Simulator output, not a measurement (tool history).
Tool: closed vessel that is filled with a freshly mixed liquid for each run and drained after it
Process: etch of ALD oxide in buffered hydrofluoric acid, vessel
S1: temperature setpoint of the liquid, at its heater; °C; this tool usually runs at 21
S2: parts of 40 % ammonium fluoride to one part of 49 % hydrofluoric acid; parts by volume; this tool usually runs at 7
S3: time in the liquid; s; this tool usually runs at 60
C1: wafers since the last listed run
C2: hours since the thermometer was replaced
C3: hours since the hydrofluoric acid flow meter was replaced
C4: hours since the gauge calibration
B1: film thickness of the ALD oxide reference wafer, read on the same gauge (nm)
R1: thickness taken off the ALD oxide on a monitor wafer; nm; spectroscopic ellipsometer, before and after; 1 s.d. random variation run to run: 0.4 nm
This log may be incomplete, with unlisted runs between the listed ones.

| run | hour | S1 | S2 | S3 | C1 | C2 | C3 | C4 | B1 | R1 |
|---|---|---|---|---|---|---|---|---|---|---|
| 1 | 0 | 21 | 7 | 60 | 0 | 2881.3 | 1433.1 | 317.9 | 79.96 | 125.7 |
| 2 | 9.2 | 21 | 7 | 60 | 632 | 2890.5 | 1442.3 | 327.1 | 80.01 | 125.86 |
| 3 | 17.7 | 21 | 7 | 60 | 584 | 2899 | 1450.8 | 335.6 | 80.03 | 125.73 |
| 4 | 34.5 | 21 | 7 | 70 | 1154 | 2915.8 | 1467.6 | 352.4 | 80.02 | 147.47 |
| 5 | 78.1 | 21 | 7 | 70 | 2995 | 2959.4 | 1511.2 | 396 | 80.01 | 147 |
| 6 | 90.3 | 21 | 5.5 | 60 | 838 | 2971.6 | 1523.4 | 408.2 | 80.02 | 154.65 |
| 7 | 100.7 | 21 | 5.5 | 60 | 714 | 2982 | 1533.8 | 418.6 | 79.96 | 154.83 |
| 8 | 117.1 | 21 | 5.5 | 60 | 1126 | 2998.4 | 1550.2 | 435 | 80 | 154.21 |
| 9 | 128.9 | 23.5 | 5 | 60 | 810 | 3010.2 | 1562 | 446.8 | 80.04 | 192.81 |
| 10 | 142.8 | 23.5 | 5 | 60 | 955 | 3024.1 | 1575.9 | 460.7 | 80 | 193.01 |
| 11 | 149 | 17.5 | 7 | 35 | 425 | 3030.3 | 1582.1 | 466.9 | 79.98 | 60.55 |
| 12 | 156.6 | 17.5 | 7 | 35 | 522 | 3037.9 | 1589.7 | 474.5 | 80.01 | 60.25 |
| 13 | 182.4 | 18.5 | 7 | 40 | 1772 | 3063.7 | 1615.5 | 500.3 | 80 | 72.97 |
|  | 199.7 | hydrofluoric acid flow meter replaced |
| 14 | 200.2 | 18.5 | 7 | 40 | 1154 | 3081.5 | 0.5 | 518.1 | 79.94 | 72.58 |
| 15 | 215.2 | 18.5 | 5 | 30 | 1030 | 3096.5 | 15.5 | 533.1 | 80.04 | 72.75 |
| 16 | 227.7 | 21 | 5 | 60 | 858 | 3109 | 28 | 545.6 | 79.97 | 168.97 |
| 17 | 239.4 | 21 | 7 | 60 | 803 | 3120.7 | 39.7 | 557.3 | 79.95 | 126.34 |
|  | 240.6 | thermometer replaced |
| 18 | 255 | 17 | 6 | 45 | 1003 | 14.4 | 55.3 | 572.9 | 79.99 | 86.13 |
|  | 269.1 | gauge calibrated |
| 19 | 269.9 | 21 | 7 | 60 | 1023 | 29.3 | 70.2 | 0.8 | 79.96 | 126.33 |
| 20 | 285.7 | 21 | 7 | 60 | 1085 | 45.1 | 86 | 16.6 | 79.97 | 126.33 |
| 21 | 296.5 | 18.5 | 8.5 | 80 | 742 | 55.9 | 96.8 | 27.4 | 80.06 | 118.39 |
| 22 | 309 | 21 | 9.5 | 60 | 858 | 68.4 | 109.3 | 39.9 | 80.01 | 92.69 |
| 23 | 317.1 | 21 | 7 | 45 | 556 | 76.5 | 117.4 | 48 | 79.99 | 94.11 |
| 24 | 330.9 | 18 | 9.5 | 60 | 948 | 90.3 | 131.2 | 61.8 | 80.05 | 78.41 |
| 25 | 346.4 | 21 | 7 | 60 | 1064 | 105.8 | 146.7 | 77.3 | 79.95 | 125.43 |
| 26 | 364 | 21 | 7 | 60 | 1209 | 123.4 | 164.3 | 94.9 | 80.01 | 125.6 |
| 27 | 373.6 | 21 | 8.5 | 70 | 659 | 133 | 173.9 | 104.5 | 79.95 | 119.63 |
| 28 | 388.7 | 23.5 | 8.5 | 40 | 1037 | 148.1 | 189 | 119.6 | 79.99 | 78.05 |
| 29 | 399.3 | 24.5 | 9 | 70 | 728 | 158.7 | 199.6 | 130.2 | 79.99 | 136 |
| 30 | 406.5 | 18 | 7 | 60 | 494 | 165.9 | 206.8 | 137.4 | 80.02 | 106.2 |
| 31 | 415.1 | 23.5 | 5 | 60 | 590 | 174.5 | 215.4 | 146 | 80.02 | 192.58 |
| 32 | 426.8 | 21 | 7 | 60 | 803 | 186.2 | 227.1 | 157.7 | 80.01 | 126.74 |
| 33 | 436.7 | 21 | 7 | 85 | 680 | 196.1 | 237 | 167.6 | 80 | 177.73 |
| 34 | 488.5 | 21 | 7 | 60 | 3558 | 247.9 | 288.8 | 219.4 | 80.04 | 125.68 |

Hidden state at the last listed run before each entry between runs and at the first one after, where it differs:
Logged between run 13 and run 14: hydrofluoric acid flow meter replaced (hour 199.7)
  no difference in the tool's unlogged condition between these two runs
Logged between run 17 and run 18: thermometer replaced (hour 240.6)
  no difference in the tool's unlogged condition between these two runs
Logged between run 18 and run 19: gauge calibrated (hour 269.1)
  no difference in the tool's unlogged condition between these two runs
